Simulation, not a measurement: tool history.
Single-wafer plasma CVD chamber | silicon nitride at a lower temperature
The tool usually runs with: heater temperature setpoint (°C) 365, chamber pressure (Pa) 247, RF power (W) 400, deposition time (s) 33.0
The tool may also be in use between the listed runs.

run    hour  heater temperature setpoint (°C)  chamber pressure (Pa)  RF power (W)  deposition time (s)  wafers since the last listed run  hours since the last thermocouple change  hours since the last RF generator calibration  hours since the last manometer calibration  hours since the showerhead was replaced  hours since the gauge calibration  read-back reference wafer on the same gauge, thickness_nm  mean film thickness on the monitor wafer (angstrom)
  1     0.0                               365                    247           400                 33.0                                 0                                    1032.5                                           96.7                                      2696.1                                    253.8                              313.7                                                     44.804                                               553.48
  2    40.6                               365                    247           400                 33.0                              1432                                    1073.1                                          137.3                                      2736.7                                    294.4                              354.3                                                     44.697                                               549.85
  3    98.9                               365                    247           400                 33.0                              2056                                    1131.4                                          195.6                                      2795.0                                    352.7                              412.6                                                     44.618                                               555.03
  4   128.8                               365                    247           400                 33.0                              1054                                    1161.3                                          225.5                                      2824.9                                    382.6                              442.5                                                     44.651                                               550.16
  5   158.0                               365                    219           400                 33.0                              1029                                    1190.5                                          254.7                                      2854.1                                    411.8                              471.7                                                     44.646                                               536.55
  6   195.8                               379                    307           340                 33.0                              1333                                    1228.3                                          292.5                                      2891.9                                    449.6                              509.5                                                     44.723                                               494.17
  7   260.0                               365                    247           425                 33.0                              2264                                    1292.5                                          356.7                                      2956.1                                    513.8                              573.7                                                     44.684                                               575.57
  8   322.8                               365                    189           340                 28.8                              2215                                    1355.3                                          419.5                                      3018.9                                    576.6                              636.5                                                     44.716                                               392.84
  9   361.4                               365                    247           455                 33.0                              1361                                    1393.9                                          458.1                                      3057.5                                    615.2                              675.1                                                     44.701                                               607.10
 10   424.3                               365                    268           430                 34.8                              2218                                    1456.8                                          521.0                                      3120.4                                    678.1                              738.0                                                     44.658                                               612.16
 11   456.7                               351                    247           355                 33.0                              1142                                    1489.2                                          553.4                                      3152.8                                    710.5                              770.4                                                     44.636                                               491.86
 12   508.1                               355                    305           360                 33.0                              1813                                    1540.6                                          604.8                                      3204.2                                    761.9                              821.8                                                     44.739                                               519.30
 13   535.6                               365                    247           400                 33.0                               970                                    1568.1                                          632.3                                      3231.7                                    789.4                              849.3                                                     44.706                                               543.15
      585.9  -- thermocouple changed; heater temperature recalibrated
      639.2  -- capacitance manometer re-zeroed and calibrated
 14   739.8                               365                    247           400                 33.0                              6638                                     153.9                                          836.5                                       100.6                                    993.6                             1053.5                                                     44.587                                               540.37
 15   785.5                               372                    308           450                 33.0                              1611                                     199.6                                          882.2                                       146.3                                   1039.3                             1099.2                                                     44.669                                               616.62
 16   837.7                               365                    247           400                 33.0                              1841                                     251.8                                          934.4                                       198.5                                   1091.5                             1151.4                                                     44.670                                               540.44
 17   861.8                               369                    288           360                 33.0                               850                                     275.9                                          958.5                                       222.6                                   1115.6                             1175.5                                                     44.706                                               508.49
 18   915.5                               358                    199           480                 27.3                              1894                                     329.6                                         1012.2                                       276.3                                   1169.3                             1229.2                                                     44.709                                               494.53
      956.8  -- gauge calibrated
 19  1036.6                               377                    204           400                 33.0                              4271                                     450.7                                         1133.3                                       397.4                                   1290.4                               79.8                                                     44.626                                               516.21
 20  1072.3                               365                    231           400                 35.5                              1259                                     486.4                                         1169.0                                       433.1                                   1326.1                              115.5                                                     44.655                                               566.70
 21  1118.2                               365                    247           400                 33.0                              1619                                     532.3                                         1214.9                                       479.0                                   1372.0                              161.4                                                     44.773                                               535.13
 22  1181.9                               365                    304           430                 29.1                              2246                                     596.0                                         1278.6                                       542.7                                   1435.7                              225.1                                                     44.722                                               524.99
 23  1218.8                               355                    247           400                 39.1                              1301                                     632.9                                         1315.5                                       579.6                                   1472.6                              262.0                                                     44.707                                               641.81
 24  1276.2                               361                    247           425                 30.3                              2024                                     690.3                                         1372.9                                       637.0                                   1530.0                              319.4                                                     44.712                                               515.82
 25  1327.2                               365                    247           400                 33.0                              1798                                     741.3                                         1423.9                                       688.0                                   1581.0                              370.4                                                     44.684                                               537.77
 26  1387.5                               379                    292           420                 30.2                              2126                                     801.6                                         1484.2                                       748.3                                   1641.3                              430.7                                                     44.723                                               524.81
 27  1412.7                               365                    247           400                 33.0                               888                                     826.8                                         1509.4                                       773.5                                   1666.5                              455.9                                                     44.802                                               535.91

Forecast run 28:
 28  1438.5                               360                    247           400                 36.6                               910                                     852.6                                         1535.2                                       799.3                                   1692.3                              481.7                                                          ?                                                    ?

Logged for run 28: read-back reference wafer on the same gauge, thickness_nm 44.691, mean film thickness on the monitor wafer (angstrom) 594.73.
Had the tool carried no hidden state, the very same run would have given mean film thickness on the monitor wafer (angstrom) 619.14.
